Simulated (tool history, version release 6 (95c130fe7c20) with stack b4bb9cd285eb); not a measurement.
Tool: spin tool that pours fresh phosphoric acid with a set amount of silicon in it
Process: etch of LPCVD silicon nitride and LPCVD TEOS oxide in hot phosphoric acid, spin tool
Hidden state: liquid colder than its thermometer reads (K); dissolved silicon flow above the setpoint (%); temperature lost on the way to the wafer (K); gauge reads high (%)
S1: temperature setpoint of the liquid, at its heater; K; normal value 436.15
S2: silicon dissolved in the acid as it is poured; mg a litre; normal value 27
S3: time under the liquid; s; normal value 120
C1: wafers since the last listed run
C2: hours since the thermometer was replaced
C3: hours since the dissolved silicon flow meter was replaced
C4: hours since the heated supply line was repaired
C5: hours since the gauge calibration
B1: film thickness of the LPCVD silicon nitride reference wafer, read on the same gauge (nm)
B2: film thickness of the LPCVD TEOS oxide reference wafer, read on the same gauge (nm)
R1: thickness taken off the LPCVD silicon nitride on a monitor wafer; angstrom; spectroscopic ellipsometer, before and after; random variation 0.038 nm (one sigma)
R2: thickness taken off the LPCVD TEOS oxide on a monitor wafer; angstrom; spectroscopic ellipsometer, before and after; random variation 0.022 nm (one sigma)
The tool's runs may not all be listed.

run,hour,S1,S2,S3,C1,C2,C3,C4,C5,B1,B2,R1,R2
1,0,434.15,41.5,120,0,302,1612.1,290.7,133.7,89.98,40.01,101.3,1.88
2,23.9,436.15,27,180,306,325.9,1636,314.6,157.6,89.98,40.033,163.2,7.25
3,44.4,436.15,27,120,262,346.4,1656.5,335.1,178.1,90.01,40.04,109.2,4.93
4,60.8,438.65,20.5,120,210,362.8,1672.9,351.5,194.5,90.02,40.022,118.5,7.03
5,80.1,433.15,39,180,247,382.1,1692.2,370.8,213.8,90.02,39.979,147.1,3.6
6,114.7,436.15,27,120,443,416.7,1726.8,405.4,248.4,90.03,39.995,108.4,4.85
7,137.5,433.15,8.5,120,292,439.5,1749.6,428.2,271.2,89.99,40.029,98.6,6.86
# hour 142.1: dissolved silicon flow meter replaced
8,155.8,436.15,18.5,120,221,457.8,13.7,446.5,289.5,89.99,39.964,108.6,6.39
9,187.9,437.15,9,75,411,489.9,45.8,478.6,321.6,89.98,40.007,70.4,5.08
10,203.2,437.15,19.5,80,196,505.2,61.1,493.9,336.9,90.01,39.999,74.9,4.44
11,237,434.65,16.5,160,433,539,94.9,527.7,370.7,89.94,39.994,137.5,7.96
12,267.8,437.65,19,170,394,569.8,125.7,558.5,401.5,90,39.986,161.7,9.71
13,298.6,438.15,33.5,185,394,600.6,156.5,589.3,432.3,89.98,40.007,177.6,6.35
14,313.4,434.15,40.5,85,189,615.4,171.3,604.1,447.1,89.96,40.008,71.5,1.54
15,339.4,434.65,27,120,333,641.4,197.3,630.1,473.1,89.95,39.994,102.4,4.45
16,367.3,436.15,38,120,357,669.3,225.2,658,501,89.96,40.02,107.7,2.93
17,399.5,439.15,27,155,412,701.5,257.4,690.2,533.2,90.01,40.035,153.3,8.26
18,423.3,436.15,27,120,304,725.3,281.2,714,557,89.99,40.01,107.6,5.03
19,445.2,436.15,27,120,280,747.2,303.1,735.9,578.9,90.05,40.001,107,5.16
20,480.7,436.15,27,65,454,782.7,338.6,771.4,614.4,90.04,39.987,58.5,2.59
21,495.3,434.15,7,120,187,797.3,353.2,786,629,90,40.038,99.9,6.78
22,522.5,438.15,47,85,348,824.5,380.4,813.2,656.2,90,39.997,81.4,1.41

What if the next run were any one of these 4? Each begins from the tool's condition after run 22:
A,523,436.15,6,120,6,825,380.9,813.7,656.7,?,?,?,?
B,523,436.15,27,70,6,825,380.9,813.7,656.7,?,?,?,?
C,523,438.15,27,155,6,825,380.9,813.7,656.7,?,?,?,?
D,523,437.15,27,120,6,825,380.9,813.7,656.7,?,?,?,?

run,B1,B2,R1,R2
A,89.97,39.996,106.7,8.53
B,89.97,39.996,62.2,2.84
C,89.97,39.996,147.3,7.29
D,89.97,39.996,110.3,5.25
Had the tool no hidden state, the same runs would have come out as:
run,R1,R2
A,110.8,9.26
B,64.6,3.09
C,152.8,7.91
D,114.5,5.69
